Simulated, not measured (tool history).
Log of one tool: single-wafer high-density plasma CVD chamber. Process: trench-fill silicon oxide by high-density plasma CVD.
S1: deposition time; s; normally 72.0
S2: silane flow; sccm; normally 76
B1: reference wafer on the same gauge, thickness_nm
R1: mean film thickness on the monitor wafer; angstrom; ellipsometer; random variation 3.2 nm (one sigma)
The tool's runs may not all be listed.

Run 1, hour 0.0: usual settings; B1 628.148. Result: R1 5487.67 angstrom.
Run 2, hour 180.0: usual settings; B1 623.129. Result: R1 5431.59 angstrom.
Run 3, hour 223.8: usual settings; B1 622.635. Result: R1 5460.50 angstrom.
Run 4, hour 314.7: usual settings but S1 67.1 s; B1 621.828. Result: R1 5047.68 angstrom.
Run 5, hour 398.0: usual settings but S1 67.1 s; B1 620.851. Result: R1 5074.95 angstrom.
Run 6, hour 498.9: usual settings; B1 617.677. Result: R1 5411.18 angstrom.
Run 7, hour 535.0: usual settings; B1 617.441. Result: R1 5415.76 angstrom.
Run 8, hour 633.4: usual settings; B1 615.798. Result: R1 5447.17 angstrom.
Run 9, hour 723.0: usual settings; B1 617.185. Result: R1 5361.24 angstrom.
Run 10, hour 781.5: usual settings; B1 615.678. Result: R1 5371.54 angstrom.
Run 11, hour 865.6: usual settings but S2 84 sccm; B1 615.092. Result: R1 5896.81 angstrom.
Run 12, hour 960.0: usual settings but S2 84 sccm; B1 615.597. Result: R1 5930.87 angstrom.
Run 13, hour 1042.8: usual settings but S2 84 sccm; B1 615.398. Result: R1 5937.82 angstrom.
Run 14, hour 1122.8: usual settings but S2 80 sccm; B1 613.917. Result: R1 5632.86 angstrom.
Run 15, hour 1180.6: usual settings but S2 72 sccm; B1 613.596. Result: R1 5021.86 angstrom.
Run 16, hour 1333.0: usual settings but S2 72 sccm; B1 613.358. Result: R1 5055.53 angstrom.
At hour 1390.8: silane flow controller replaced.
Run 17, hour 1416.2: usual settings; B1 611.292. Result: R1 5394.25 angstrom.
Run 18, hour 1517.0: usual settings but S1 67.4 s, S2 84 sccm; B1 611.918. Result: R1 5523.21 angstrom.
Run 19, hour 1813.0: usual settings but S1 67.4 s, S2 84 sccm; B1 610.944. Result: R1 5532.68 angstrom.
At hour 1844.6: gauge calibrated.
Run 20, hour 2080.9: usual settings but S1 67.4 s, S2 84 sccm; B1 640.843. Result: R1 5777.06 angstrom.
Run 21, hour 2157.9: usual settings; B1 638.443. Result: R1 5604.60 angstrom.
Run 22, hour 2210.4: usual settings; B1 637.003. Result: R1 5589.18 angstrom.
Run 23, hour 2303.1: usual settings but S2 87 sccm; B1 631.939. Result: R1 6354.35 angstrom.
Run 24, hour 2356.6: usual settings but S1 60.0 s, S2 87 sccm; B1 632.455. Result: R1 5272.27 angstrom.
Run 25, hour 2438.7: usual settings but S1 82.8 s, S2 63 sccm; B1 631.116. Result: R1 5320.28 angstrom.
Run 26, hour 2475.9: usual settings but S1 64.1 s, S2 65 sccm; B1 627.445. Result: R1 4215.83 angstrom.
Run 27, hour 2581.9: usual settings but S1 67.5 s, S2 90 sccm; B1 626.205. Result: R1 6072.97 angstrom.
Run 28, hour 2645.2: usual settings but S2 63 sccm; B1 624.737. Result: R1 4503.08 angstrom.
Run 29, hour 2742.6: usual settings but S1 58.3 s, S2 69 sccm; B1 623.717. Result: R1 4010.82 angstrom.
Run 30, hour 2778.8: usual settings but S2 65 sccm; B1 623.194. Result: R1 4652.60 angstrom.
Run 31, hour 2877.1: usual settings but S1 65.1 s; B1 620.307. Result: R1 4884.24 angstrom.
Run 32, hour 2928.7: usual settings but S2 84 sccm; B1 620.434. Result: R1 5927.04 angstrom.
Run 33, hour 2967.1: usual settings but S1 60.7 s, S2 90 sccm; B1 620.690. Result: R1 5412.25 angstrom.
Run 34, hour 3076.5: usual settings but S1 65.1 s, S2 66 sccm; B1 620.498. Result: R1 4232.48 angstrom.
Run 35, hour 3160.0: usual settings but S1 81.0 s, S2 70 sccm; B1 617.709. Result: R1 5578.39 angstrom.
Run 36, hour 3217.6: usual settings but S1 67.7 s, S2 65 sccm; B1 618.087. Result: R1 4393.87 angstrom.
Run 37, hour 3288.8: usual settings but S1 78.4 s, S2 62 sccm; B1 616.390. Result: R1 4794.87 angstrom.
Run 38, hour 3326.1: usual settings but S1 64.6 s, S2 67 sccm; B1 616.249. Result: R1 4242.01 angstrom.
Run 39, hour 3364.6: usual settings but S1 80.7 s, S2 64 sccm; B1 616.527. Result: R1 5057.67 angstrom.
Run 40, hour 3467.7: usual settings but S1 61.2 s, S2 71 sccm; B1 618.357. Result: R1 4262.02 angstrom.
Run 41, hour 3558.9: usual settings but S1 82.0 s, S2 81 sccm; B1 616.089. Result: R1 6506.82 angstrom.
Run 42, hour 3755.1: usual settings; B1 613.369. Result: R1 5365.45 angstrom.
Run 43, hour 3838.7: usual settings but S1 76.3 s, S2 68 sccm; B1 615.417. Result: R1 5044.66 angstrom.
At hour 3890.0: silane flow controller replaced.
Run 44, hour 3933.5: usual settings; B1 613.724. Result: R1 5372.49 angstrom.
Run 45, hour 4016.0: usual settings; B1 613.580. Result: R1 5323.97 angstrom.

3 ways to go on from here, each from the tool as it stands after run 45. What would each give?
Run A, hour 4016.4: usual settings; B1 ?. Result: R1 ?.
Run B, hour 4016.4: usual settings but S1 61.1 s, S2 66 sccm; B1 ?. Result: R1 ?.
Run C, hour 4016.4: usual settings but S1 86.2 s, S2 84 sccm; B1 ?. Result: R1 ?.

run       B1       R1
  A  613.208  5296.46
  B  613.208  3903.24
  C  613.208  7008.52
What these runs would have given with no unlogged condition in the tool:
run       R1
  A  5577.63
  B  4110.44
  C  7380.57

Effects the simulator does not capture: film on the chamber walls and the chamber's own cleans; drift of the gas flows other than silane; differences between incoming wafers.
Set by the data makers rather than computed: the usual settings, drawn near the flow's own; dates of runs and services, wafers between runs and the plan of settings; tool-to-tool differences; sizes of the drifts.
